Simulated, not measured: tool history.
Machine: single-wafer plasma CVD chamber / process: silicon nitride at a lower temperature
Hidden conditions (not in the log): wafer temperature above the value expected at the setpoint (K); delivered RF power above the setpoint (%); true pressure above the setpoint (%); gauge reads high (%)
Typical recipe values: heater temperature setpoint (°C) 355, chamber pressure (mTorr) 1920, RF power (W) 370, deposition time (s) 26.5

| run | hour | heater temperature setpoint (°C) | chamber pressure (mTorr) | RF power (W) | deposition time (s) | wafers since the last listed run | hours since the last thermocouple change | hours since the last RF generator calibration | hours since the last manometer calibration | hours since the showerhead was replaced | hours since the gauge calibration | read-back reference wafer on the same gauge, thickness_nm | mean film thickness on the monitor wafer (Å) |
|---|---|---|---|---|---|---|---|---|---|---|---|---|---|
| 1 | 0.0 | 355 | 1920 | 370 | 26.5 | 0 | 3067.7 | 1066.7 | 2401.0 | 6179.8 | 20.4 | 28.303 | 303.99 |
| 2 | 17.9 | 355 | 1920 | 370 | 26.5 | 510 | 3085.6 | 1084.6 | 2418.9 | 6197.7 | 38.3 | 28.302 | 302.56 |
| 3 | 24.4 | 355 | 1920 | 370 | 26.5 | 185 | 3092.1 | 1091.1 | 2425.4 | 6204.2 | 44.8 | 28.338 | 305.14 |
| 4 | 40.5 | 355 | 1920 | 370 | 26.5 | 459 | 3108.2 | 1107.2 | 2441.5 | 6220.3 | 60.9 | 28.311 | 304.30 |
| 5 | 55.4 | 355 | 1920 | 370 | 26.5 | 424 | 3123.1 | 1122.1 | 2456.4 | 6235.2 | 75.8 | 28.305 | 303.78 |
| 6 | 71.6 | 355 | 1920 | 370 | 26.5 | 461 | 3139.3 | 1138.3 | 2472.6 | 6251.4 | 92.0 | 28.326 | 304.05 |
| 7 | 85.5 | 355 | 1920 | 370 | 26.5 | 396 | 3153.2 | 1152.2 | 2486.5 | 6265.3 | 105.9 | 28.311 | 303.27 |
| 8 | 101.0 | 355 | 1920 | 370 | 26.5 | 442 | 3168.7 | 1167.7 | 2502.0 | 6280.8 | 121.4 | 28.304 | 305.10 |
|  | 110.6 | showerhead replaced |
| 9 | 116.5 | 355 | 1920 | 370 | 26.5 | 213 | 3184.2 | 1183.2 | 2517.5 | 5.9 | 136.9 | 28.310 | 305.05 |
|  | 131.7 | capacitance manometer re-zeroed and calibrated |
| 10 | 132.2 | 355 | 1920 | 370 | 26.5 | 219 | 3199.9 | 1198.9 | 0.5 | 21.6 | 152.6 | 28.305 | 303.33 |
|  | 137.8 | gauge calibrated |
|  | 143.3 | thermocouple changed; heater temperature recalibrated |
| 11 | 143.8 | 355 | 1920 | 370 | 26.5 | 102 | 0.5 | 1210.5 | 12.1 | 33.2 | 6.0 | 28.301 | 303.69 |
| 12 | 147.4 | 355 | 2250 | 370 | 24.2 | 102 | 4.1 | 1214.1 | 15.7 | 36.8 | 9.6 | 28.296 | 287.92 |
|  | 157.6 | RF generator calibrated |
| 13 | 164.7 | 366 | 1510 | 410 | 24.0 | 265 | 21.4 | 7.1 | 33.0 | 54.1 | 26.9 | 28.291 | 300.30 |
| 14 | 176.3 | 355 | 1920 | 370 | 26.5 | 330 | 33.0 | 18.7 | 44.6 | 65.7 | 38.5 | 28.296 | 324.16 |
| 15 | 188.1 | 355 | 1780 | 420 | 31.6 | 336 | 44.8 | 30.5 | 56.4 | 77.5 | 50.3 | 28.319 | 413.01 |
| 16 | 200.3 | 355 | 1920 | 415 | 23.9 | 347 | 57.0 | 42.7 | 68.6 | 89.7 | 62.5 | 28.275 | 315.27 |
| 17 | 207.3 | 355 | 1680 | 325 | 31.1 | 199 | 64.0 | 49.7 | 75.6 | 96.7 | 69.5 | 28.307 | 335.97 |
| 18 | 214.0 | 365 | 2090 | 425 | 30.1 | 191 | 70.7 | 56.4 | 82.3 | 103.4 | 76.2 | 28.322 | 408.32 |
| 19 | 221.5 | 355 | 1520 | 390 | 26.5 | 213 | 78.2 | 63.9 | 89.8 | 110.9 | 83.7 | 28.275 | 318.32 |
| 20 | 227.7 | 355 | 2060 | 370 | 23.4 | 176 | 84.4 | 70.1 | 96.0 | 117.1 | 89.9 | 28.305 | 287.01 |
| 21 | 243.7 | 355 | 1920 | 370 | 26.5 | 456 | 100.4 | 86.1 | 112.0 | 133.1 | 105.9 | 28.315 | 319.71 |

Exercise: give the hidden state of the tool at every run:
wafer temperature above the value expected at the setpoint (K): 0 in every run
true pressure above the setpoint (%): 0 in every run
gauge reads high (%): 0 in every run
H1: delivered RF power above the setpoint (%)
| run | H1 |
|---|---|
| 1 | -9.06 |
| 2 | -9.08 |
| 3 | -9.09 |
| 4 | -9.11 |
| 5 | -9.12 |
| 6 | -9.14 |
| 7 | -9.15 |
| 8 | -9.17 |
| 9 | -9.18 |
| 10 | -9.19 |
| 11 | -9.2 |
| 12 | -9.21 |
| 13 | -0.891 |
| 14 | -1.15 |
| 15 | -1.41 |
| 16 | -1.67 |
| 17 | -1.81 |
| 18 | -1.95 |
| 19 | -2.1 |
| 20 | -2.22 |
| 21 | -2.52 |
